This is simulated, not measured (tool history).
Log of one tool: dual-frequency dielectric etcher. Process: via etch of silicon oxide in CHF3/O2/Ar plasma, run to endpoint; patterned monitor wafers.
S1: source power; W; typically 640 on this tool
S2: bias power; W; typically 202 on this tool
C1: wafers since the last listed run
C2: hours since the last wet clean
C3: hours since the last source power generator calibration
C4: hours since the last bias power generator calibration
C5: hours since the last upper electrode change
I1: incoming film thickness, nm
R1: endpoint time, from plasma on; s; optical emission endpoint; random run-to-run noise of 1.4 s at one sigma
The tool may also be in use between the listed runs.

run,hour,S1,S2,C1,C2,C3,C4,C5,I1,R1
1,0.0,680,202,0,448.3,2071.9,1446.5,2948.8,553.6,247.5
2,17.1,680,202,71,465.4,2089.0,1463.6,2965.9,559.9,249.7
3,32.7,640,202,65,481.0,2104.6,1479.2,2981.5,558.7,252.7
4,48.3,640,188,65,496.6,2120.2,1494.8,2997.1,553.9,261.9
5,63.1,640,188,61,511.4,2135.0,1509.6,3011.9,555.7,261.6
6,72.6,760,202,39,520.9,2144.5,1519.1,3021.4,563.7,240.8
7,87.2,760,202,61,535.5,2159.1,1533.7,3036.0,553.2,237.1
# hour 116.6: upper electrode replaced
# hour 124.2: wet clean of the chamber
8,124.7,640,202,24,0.5,2196.6,1571.2,8.1,557.5,262.6
9,125.1,640,202,1,0.9,2197.0,1571.6,8.5,557.8,262.7
10,125.5,640,202,1,1.3,2197.4,1572.0,8.9,557.3,260.0
11,135.4,640,202,41,11.2,2207.3,1581.9,18.8,553.8,260.4
12,151.7,640,202,68,27.5,2223.6,1598.2,35.1,560.2,260.5
13,168.1,640,202,68,43.9,2240.0,1614.6,51.5,561.5,263.0
# hour 177.8: bias power generator calibrated
14,178.3,640,202,25,54.1,2250.2,0.5,61.7,559.1,260.2
15,187.2,640,202,37,63.0,2259.1,9.4,70.6,565.2,263.1
16,200.2,640,202,54,76.0,2272.1,22.4,83.6,556.0,257.8
17,215.0,640,236,61,90.8,2286.9,37.2,98.4,557.7,239.7
18,229.6,700,202,61,105.4,2301.5,51.8,113.0,561.4,256.8
19,235.8,640,202,25,111.6,2307.7,58.0,119.2,557.7,256.5
# hour 251.4: source power generator calibrated
20,251.9,710,252,50,127.7,0.5,74.1,135.3,562.0,224.4
21,257.8,520,188,24,133.6,6.4,80.0,141.2,557.1,286.8
22,264.7,640,202,28,140.5,13.3,86.9,148.1,558.8,259.4
23,275.9,770,240,46,151.7,24.5,98.1,159.3,561.2,227.2
24,286.0,520,202,42,161.8,34.6,108.2,169.4,563.2,276.1
25,301.0,710,155,62,176.8,49.6,123.2,184.4,558.1,290.1
26,339.0,700,249,158,214.8,87.6,161.2,222.4,558.2,225.4
27,348.7,640,202,40,224.5,97.3,170.9,232.1,559.7,256.9
28,358.3,500,229,40,234.1,106.9,180.5,241.7,555.8,253.6
29,366.6,540,244,34,242.4,115.2,188.8,250.0,559.3,241.1

Here are 3 independent what-if runs from the current tool condition. What would each one return?
A,367.1,640,202,2,242.9,115.7,189.3,250.5,561.7,?
B,367.1,580,179,2,242.9,115.7,189.3,250.5,561.7,?
C,367.1,550,202,2,242.9,115.7,189.3,250.5,561.7,?

run,R1
A,256.8
B,282.2
C,267.5
With no hidden state in the tool, these same runs would have given:
run,R1
A,265.9
B,292.3
C,277.0
